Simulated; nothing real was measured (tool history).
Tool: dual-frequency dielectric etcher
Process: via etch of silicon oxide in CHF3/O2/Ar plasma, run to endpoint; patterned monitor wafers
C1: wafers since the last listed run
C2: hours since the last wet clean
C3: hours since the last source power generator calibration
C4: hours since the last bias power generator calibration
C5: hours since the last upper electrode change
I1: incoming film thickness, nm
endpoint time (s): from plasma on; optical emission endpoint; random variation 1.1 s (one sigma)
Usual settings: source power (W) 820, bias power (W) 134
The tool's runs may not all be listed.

{"run": 1, "hour": 0.0, "source power (W)": 820, "bias power (W)": 134, "C1": 0, "C2": 163.5, "C3": 1634.3, "C4": 3218.4, "C5": 4049.4, "I1": 572.1, "endpoint time (s)": 281.2}
{"run": 2, "hour": 95.5, "source power (W)": 760, "bias power (W)": 134, "C1": 415, "C2": 259.0, "C3": 1729.8, "C4": 3313.9, "C5": 4144.9, "I1": 577.4, "endpoint time (s)": 292.7}
{"run": 3, "hour": 141.5, "source power (W)": 760, "bias power (W)": 134, "C1": 200, "C2": 305.0, "C3": 1775.8, "C4": 3359.9, "C5": 4190.9, "I1": 572.6, "endpoint time (s)": 291.3}
{"run": 4, "hour": 184.6, "source power (W)": 760, "bias power (W)": 134, "C1": 187, "C2": 348.1, "C3": 1818.9, "C4": 3403.0, "C5": 4234.0, "I1": 575.9, "endpoint time (s)": 291.5}
{"run": 5, "hour": 303.8, "source power (W)": 910, "bias power (W)": 134, "C1": 519, "C2": 467.3, "C3": 1938.1, "C4": 3522.2, "C5": 4353.2, "I1": 578.3, "endpoint time (s)": 277.3}
{"hour": 349.2, "done": "wet clean of the chamber"}
{"run": 6, "hour": 357.0, "source power (W)": 910, "bias power (W)": 134, "C1": 127, "C2": 7.8, "C3": 1991.3, "C4": 3575.4, "C5": 4406.4, "I1": 569.8, "endpoint time (s)": 269.4}
{"run": 7, "hour": 397.2, "source power (W)": 820, "bias power (W)": 157, "C1": 175, "C2": 48.0, "C3": 2031.5, "C4": 3615.6, "C5": 4446.6, "I1": 585.7, "endpoint time (s)": 275.6}
{"run": 8, "hour": 448.0, "source power (W)": 820, "bias power (W)": 157, "C1": 221, "C2": 98.8, "C3": 2082.3, "C4": 3666.4, "C5": 4497.4, "I1": 579.3, "endpoint time (s)": 273.5}
{"run": 9, "hour": 516.7, "source power (W)": 820, "bias power (W)": 157, "C1": 299, "C2": 167.5, "C3": 2151.0, "C4": 3735.1, "C5": 4566.1, "I1": 573.9, "endpoint time (s)": 270.7}
{"run": 10, "hour": 574.9, "source power (W)": 750, "bias power (W)": 134, "C1": 253, "C2": 225.7, "C3": 2209.2, "C4": 3793.3, "C5": 4624.3, "I1": 574.6, "endpoint time (s)": 290.0}
{"run": 11, "hour": 680.2, "source power (W)": 920, "bias power (W)": 115, "C1": 458, "C2": 331.0, "C3": 2314.5, "C4": 3898.6, "C5": 4729.6, "I1": 575.5, "endpoint time (s)": 283.2}
{"run": 12, "hour": 829.4, "source power (W)": 820, "bias power (W)": 134, "C1": 649, "C2": 480.2, "C3": 2463.7, "C4": 4047.8, "C5": 4878.8, "I1": 572.4, "endpoint time (s)": 285.0}
{"hour": 853.9, "done": "wet clean of the chamber"}
{"hour": 877.7, "done": "upper electrode replaced"}
{"run": 13, "hour": 888.3, "source power (W)": 820, "bias power (W)": 134, "C1": 48, "C2": 34.4, "C3": 2522.6, "C4": 4106.7, "C5": 10.6, "I1": 579.5, "endpoint time (s)": 285.2}
{"hour": 967.5, "done": "bias power generator calibrated"}
{"hour": 1054.3, "done": "source power generator calibrated"}
{"run": 14, "hour": 1210.4, "source power (W)": 920, "bias power (W)": 134, "C1": 1367, "C2": 356.5, "C3": 156.1, "C4": 242.9, "C5": 332.7, "I1": 576.6, "endpoint time (s)": 275.5}
{"run": 15, "hour": 1255.1, "source power (W)": 660, "bias power (W)": 156, "C1": 194, "C2": 401.2, "C3": 200.8, "C4": 287.6, "C5": 377.4, "I1": 573.5, "endpoint time (s)": 292.0}
{"hour": 1399.8, "done": "wet clean of the chamber"}
{"run": 16, "hour": 1548.7, "source power (W)": 820, "bias power (W)": 134, "C1": 1173, "C2": 148.9, "C3": 494.4, "C4": 581.2, "C5": 671.0, "I1": 573.7, "endpoint time (s)": 282.7}
{"run": 17, "hour": 1612.0, "source power (W)": 710, "bias power (W)": 134, "C1": 275, "C2": 212.2, "C3": 557.7, "C4": 644.5, "C5": 734.3, "I1": 579.8, "endpoint time (s)": 298.0}
{"run": 18, "hour": 1694.5, "source power (W)": 640, "bias power (W)": 134, "C1": 359, "C2": 294.7, "C3": 640.2, "C4": 727.0, "C5": 816.8, "I1": 577.8, "endpoint time (s)": 306.7}
{"run": 19, "hour": 1781.4, "source power (W)": 1020, "bias power (W)": 112, "C1": 378, "C2": 381.6, "C3": 727.1, "C4": 813.9, "C5": 903.7, "I1": 575.3, "endpoint time (s)": 275.6}
{"run": 20, "hour": 1885.0, "source power (W)": 630, "bias power (W)": 116, "C1": 451, "C2": 485.2, "C3": 830.7, "C4": 917.5, "C5": 1007.3, "I1": 579.1, "endpoint time (s)": 320.6}
{"hour": 1911.7, "done": "wet clean of the chamber"}
{"run": 21, "hour": 1953.0, "source power (W)": 820, "bias power (W)": 134, "C1": 191, "C2": 41.3, "C3": 898.7, "C4": 985.5, "C5": 1075.3, "I1": 578.9, "endpoint time (s)": 281.8}
{"run": 22, "hour": 2040.6, "source power (W)": 880, "bias power (W)": 166, "C1": 381, "C2": 128.9, "C3": 986.3, "C4": 1073.1, "C5": 1162.9, "I1": 575.4, "endpoint time (s)": 263.5}
{"run": 23, "hour": 2095.7, "source power (W)": 820, "bias power (W)": 151, "C1": 239, "C2": 184.0, "C3": 1041.4, "C4": 1128.2, "C5": 1218.0, "I1": 573.2, "endpoint time (s)": 274.8}
{"run": 24, "hour": 2358.3, "source power (W)": 1020, "bias power (W)": 144, "C1": 1143, "C2": 446.6, "C3": 1304.0, "C4": 1390.8, "C5": 1480.6, "I1": 576.9, "endpoint time (s)": 264.5}
{"hour": 2382.9, "done": "wet clean of the chamber"}
{"run": 25, "hour": 2589.9, "source power (W)": 820, "bias power (W)": 134, "C1": 903, "C2": 207.0, "C3": 1535.6, "C4": 1622.4, "C5": 1712.2, "I1": 575.3, "endpoint time (s)": 281.8}
{"run": 26, "hour": 2687.3, "source power (W)": 820, "bias power (W)": 166, "C1": 424, "C2": 304.4, "C3": 1633.0, "C4": 1719.8, "C5": 1809.6, "I1": 573.8, "endpoint time (s)": 268.6}
{"run": 27, "hour": 2761.1, "source power (W)": 820, "bias power (W)": 158, "C1": 321, "C2": 378.2, "C3": 1706.8, "C4": 1793.6, "C5": 1883.4, "I1": 582.6, "endpoint time (s)": 275.7}

5 ways to go on from here, each from the tool as it stands after run 27. What would each give?
{"run": "A", "hour": 2761.6, "source power (W)": 820, "bias power (W)": 155, "C1": 2, "C2": 378.7, "C3": 1707.3, "C4": 1794.1, "C5": 1883.9, "I1": 578.0, "endpoint time (s)": "?"}
{"run": "B", "hour": 2761.6, "source power (W)": 680, "bias power (W)": 134, "C1": 2, "C2": 378.7, "C3": 1707.3, "C4": 1794.1, "C5": 1883.9, "I1": 578.0, "endpoint time (s)": "?"}
{"run": "C", "hour": 2761.6, "source power (W)": 760, "bias power (W)": 163, "C1": 2, "C2": 378.7, "C3": 1707.3, "C4": 1794.1, "C5": 1883.9, "I1": 578.0, "endpoint time (s)": "?"}
{"run": "D", "hour": 2761.6, "source power (W)": 710, "bias power (W)": 116, "C1": 2, "C2": 378.7, "C3": 1707.3, "C4": 1794.1, "C5": 1883.9, "I1": 578.0, "endpoint time (s)": "?"}
{"run": "E", "hour": 2761.6, "source power (W)": 740, "bias power (W)": 117, "C1": 2, "C2": 378.7, "C3": 1707.3, "C4": 1794.1, "C5": 1883.9, "I1": 578.0, "endpoint time (s)": "?"}

run=A endpoint_time_(s)=276.8
run=B endpoint_time_(s)=303.5
run=C endpoint_time_(s)=279.7
run=D endpoint_time_(s)=309.7
run=E endpoint_time_(s)=305.3
Without the tool's hidden state the same runs would have given:
run=A endpoint_time_(s)=274.4
run=B endpoint_time_(s)=300.8
run=C endpoint_time_(s)=277.2
run=D endpoint_time_(s)=307.0
run=E endpoint_time_(s)=302.6
